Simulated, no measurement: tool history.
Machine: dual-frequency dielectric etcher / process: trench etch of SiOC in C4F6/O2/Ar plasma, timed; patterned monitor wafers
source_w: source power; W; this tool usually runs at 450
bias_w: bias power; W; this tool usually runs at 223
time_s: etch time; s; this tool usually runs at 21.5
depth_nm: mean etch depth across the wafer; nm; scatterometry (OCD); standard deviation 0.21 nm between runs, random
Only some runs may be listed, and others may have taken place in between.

| run | hour | source_w | bias_w | time_s | wafers since the last listed run | hours since the last wet clean | hours since the last source power generator calibration | hours since the last bias power generator calibration | hours since the last upper electrode change | hours since the gauge calibration | read-back reference wafer on the same gauge, depth_nm | depth_nm |
|---|---|---|---|---|---|---|---|---|---|---|---|---|
| 1 | 0.0 | 450 | 195 | 18.5 | 0 | 5.3 | 2464.7 | 464.9 | 1861.2 | 1289.1 | 43.4 | 41.9 |
| 2 | 96.0 | 420 | 183 | 21.5 | 1345 | 101.3 | 2560.7 | 560.9 | 1957.2 | 1385.1 | 43.4 | 46.1 |
| 3 | 346.7 | 420 | 183 | 21.5 | 3513 | 352.0 | 2811.4 | 811.6 | 2207.9 | 1635.8 | 43.4 | 45.5 |
| 4 | 415.5 | 420 | 183 | 21.5 | 964 | 420.8 | 2880.2 | 880.4 | 2276.7 | 1704.6 | 43.4 | 45.5 |
|  | 447.4 | gauge calibrated |
|  | 487.7 | source power generator calibrated |
| 5 | 514.9 | 450 | 223 | 21.5 | 1337 | 520.2 | 27.2 | 979.8 | 2376.1 | 67.5 | 43.4 | 48.5 |
|  | 576.0 | wet clean of the chamber |
| 6 | 583.4 | 450 | 223 | 21.5 | 623 | 7.4 | 95.7 | 1048.3 | 2444.6 | 136.0 | 43.4 | 47.7 |
|  | 628.4 | upper electrode replaced |
| 7 | 639.1 | 450 | 223 | 21.5 | 444 | 63.1 | 151.4 | 1104.0 | 10.7 | 191.7 | 43.4 | 47.5 |
| 8 | 676.1 | 450 | 223 | 21.5 | 518 | 100.1 | 188.4 | 1141.0 | 47.7 | 228.7 | 43.4 | 47.6 |
|  | 767.2 | wet clean of the chamber, repeated, since the last time left the tool worse |
| 9 | 837.9 | 450 | 223 | 21.5 | 1931 | 70.7 | 350.2 | 1302.8 | 209.5 | 390.5 | 43.4 | 50.5 |
|  | 893.6 | bias power generator calibrated |
| 10 | 928.3 | 510 | 223 | 20.0 | 1211 | 161.1 | 440.6 | 34.7 | 299.9 | 480.9 | 43.4 | 48.8 |
| 11 | 970.5 | 550 | 264 | 27.0 | 591 | 203.3 | 482.8 | 76.9 | 342.1 | 523.1 | 43.4 | 71.5 |
| 12 | 1007.1 | 400 | 272 | 23.0 | 513 | 239.9 | 519.4 | 113.5 | 378.7 | 559.7 | 43.4 | 52.5 |
| 13 | 1077.7 | 380 | 223 | 21.5 | 989 | 310.5 | 590.0 | 184.1 | 449.3 | 630.3 | 43.4 | 45.6 |
| 14 | 1121.0 | 510 | 223 | 21.5 | 606 | 353.8 | 633.3 | 227.4 | 492.6 | 673.6 | 43.4 | 52.6 |
| 15 | 1161.0 | 450 | 223 | 21.5 | 560 | 393.8 | 673.3 | 267.4 | 532.6 | 713.6 | 43.4 | 49.4 |
| 16 | 1231.3 | 450 | 260 | 25.0 | 985 | 464.1 | 743.6 | 337.7 | 602.9 | 783.9 | 43.4 | 58.5 |
|  | 1292.3 | wet clean of the chamber |
| 17 | 1292.8 | 510 | 223 | 27.0 | 525 | 0.5 | 805.1 | 399.2 | 664.4 | 845.4 | 43.4 | 67.2 |
| 18 | 1370.1 | 450 | 223 | 21.5 | 1083 | 77.8 | 882.4 | 476.5 | 741.7 | 922.7 | 43.4 | 50.3 |

Selected run-to-run steps in depth_nm, each split into two signed amounts: the part the tool would show with no hidden state at all (from settings, incoming material and random variation), and the remainder, which goes to the hidden state together with any gauge scatter not common to the measured and the hidden-state-free results:
The tool's hidden condition here consists of: etch rate over this chamber's usual, %; source power that arrives over what is set, %; bias power that arrives over what is set, %; gauge reads high (%).
Run 8 -> 9: wet clean of the chamber, repeated, since the last time left the tool worse. depth_nm +2.9 nm: hidden state +2.7, all else +0.2.
Run 10 -> 11: source_w 510 -> 550, bias_w 223 -> 264, time_s 20.0 -> 27.0. depth_nm +22.7 nm: hidden state -0.4, all else +23.1.

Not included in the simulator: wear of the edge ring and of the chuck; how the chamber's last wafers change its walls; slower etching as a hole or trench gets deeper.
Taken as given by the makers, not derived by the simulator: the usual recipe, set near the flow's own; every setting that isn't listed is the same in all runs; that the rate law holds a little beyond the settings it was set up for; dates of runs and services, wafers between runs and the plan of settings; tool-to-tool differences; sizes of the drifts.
